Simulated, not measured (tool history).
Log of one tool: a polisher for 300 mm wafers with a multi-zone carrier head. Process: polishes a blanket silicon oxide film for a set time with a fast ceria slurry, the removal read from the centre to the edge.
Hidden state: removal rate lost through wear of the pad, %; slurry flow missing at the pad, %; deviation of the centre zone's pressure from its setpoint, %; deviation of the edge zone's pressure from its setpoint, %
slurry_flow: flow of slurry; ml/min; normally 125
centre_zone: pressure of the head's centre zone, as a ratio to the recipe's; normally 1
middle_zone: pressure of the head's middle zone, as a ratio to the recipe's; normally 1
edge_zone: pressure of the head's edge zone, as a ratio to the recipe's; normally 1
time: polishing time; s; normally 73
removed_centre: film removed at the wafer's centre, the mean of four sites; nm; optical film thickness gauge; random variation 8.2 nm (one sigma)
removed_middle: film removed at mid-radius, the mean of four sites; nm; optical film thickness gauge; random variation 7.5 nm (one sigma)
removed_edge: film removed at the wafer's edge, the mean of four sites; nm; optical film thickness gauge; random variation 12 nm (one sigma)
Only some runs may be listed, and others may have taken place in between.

run	day	slurry_flow	centre_zone	middle_zone	edge_zone	time	wafers since the last listed run	wafers polished on this pad	hours since the slurry nozzle was cleaned	hours since the centre zone pressure was calibrated	hours since the edge zone pressure was calibrated	hours since the carrier head's membrane was replaced	incoming thickness of the incoming film, nm	removed_centre	removed_middle	removed_edge
1	0	95	1	1	1	73	0	1191	237.8	473.7	384.6	1526	3041	783.6	873.3	893.4
2	1.733	95	1	1	1	73	455	1646	279.4	515.3	426.2	1567.6	3032.4	782.9	872.3	902.4
# day 3.175: edge zone pressure recalibrated
3	3.738	125	1	1	1	73	504	2151	327.5	563.4	13.5	1615.7	3020.5	824.4	907.8	923
4	4.788	125	1	1	1	73	275	2427	352.7	588.6	38.7	1640.9	3008.6	805.4	899.1	914.9
# day 5.579: centre zone pressure recalibrated
# day 6.262: worn pad replaced by a new one
5	7.367	125	1	1	1	73	611	290	414.6	42.9	100.6	1702.8	3027.8	921.6	934.7	910.7
6	10.658	145	1	1	1	73	864	1154	493.6	121.9	179.6	1781.8	3041.7	929.2	947.4	954.1
7	12.621	145	1	1	1	73	515	1670	540.7	169	226.7	1828.9	3056.2	940	939.3	939.8
# day 13.171: carrier head's membrane replaced by a new one
8	14.796	125	0.94	0.92	1	73	516	2186	592.9	221.2	278.9	39	3015.1	829.2	849.9	930.5
9	16.646	125	1.06	1	0.97	96	485	2672	637.3	265.6	323.3	83.4	3029.1	1180.8	1176.8	1170.6
# day 18.35: worn pad replaced by a new one
10	18.888	95	0.94	1	1	53	545	141	691.1	319.4	377.1	137.2	3092	571.2	634	658.6
11	19.971	125	1	1	1.06	56	284	426	717.1	345.4	403.1	163.2	3053.5	687.7	703.3	738.6
12	22.108	125	1	1	1	73	561	987	768.4	396.7	454.4	214.5	3043.6	879.2	931.6	965.9
# day 23.392: slurry nozzle cleaned
13	23.738	170	1	0.88	1.11	48	417	1404	8.3	435.8	493.5	253.6	3069.7	617.2	583.1	668.8
# day 24.1: edge zone pressure recalibrated
14	26.696	125	1	1	1	56	755	2159	79.3	506.8	62.3	324.6	3065.2	645.9	698.2	711.7
15	28.783	125	1.03	1	1	94	548	2708	129.4	556.9	112.4	374.7	2991.6	1074.5	1155.3	1184.6
# day 30.112: centre zone pressure recalibrated
# day 30.871: worn pad replaced by a new one
16	31.092	95	1	1	1	73	540	58	184.8	23.5	167.8	430.1	3025.7	855.5	866.9	909.2
17	35.579	125	0.95	1	1.11	63	1178	1237	292.5	131.2	275.5	537.8	2988.3	764	795.8	847.8
18	38.133	125	1	1	1	73	670	1908	353.8	192.5	336.8	599.1	3054.8	889	921.9	927.2
# day 40.592: worn pad replaced by a new one
19	40.65	125	1	1	1	73	617	15	414.2	252.9	397.2	659.5	3034.6	899.1	923.4	947.1
20	41.854	125	1	1	0.9	80	316	331	443.1	281.8	426.1	688.4	3008.8	970	1014.5	971
21	43.875	125	1	1	1	73	530	862	491.6	330.3	474.6	736.9	3077.1	875.9	922.4	934.6

Forecast each of these 5 alternatives for the next run:
A	43.892	125	1	1	1	96	4	866	492	330.7	475	737.3	3091.5	?	?	?
B	43.892	125	1.11	0.95	0.91	73	4	866	492	330.7	475	737.3	3091.5	?	?	?
C	43.892	125	1	0.91	1.12	73	4	866	492	330.7	475	737.3	3091.5	?	?	?
D	43.892	125	1	1.08	1.08	62	4	866	492	330.7	475	737.3	3091.5	?	?	?
E	43.892	165	1	1.08	1	73	4	866	492	330.7	475	737.3	3091.5	?	?	?

run	removed_centre	removed_middle	removed_edge
A	1174.4	1216.7	1246.7
B	968.2	885.9	908.7
C	892.4	854.8	1002.4
D	758.9	838.8	834.4
E	948.2	1040.8	983.1
Without the tool's unlogged condition, the same runs would have read:
run	removed_centre	removed_middle	removed_edge
A	1233.2	1226.5	1257
B	1016.5	893	916.2
C	937.2	861.7	1010.6
D	796.9	845.5	841.3
E	995.7	1049.1	991.2
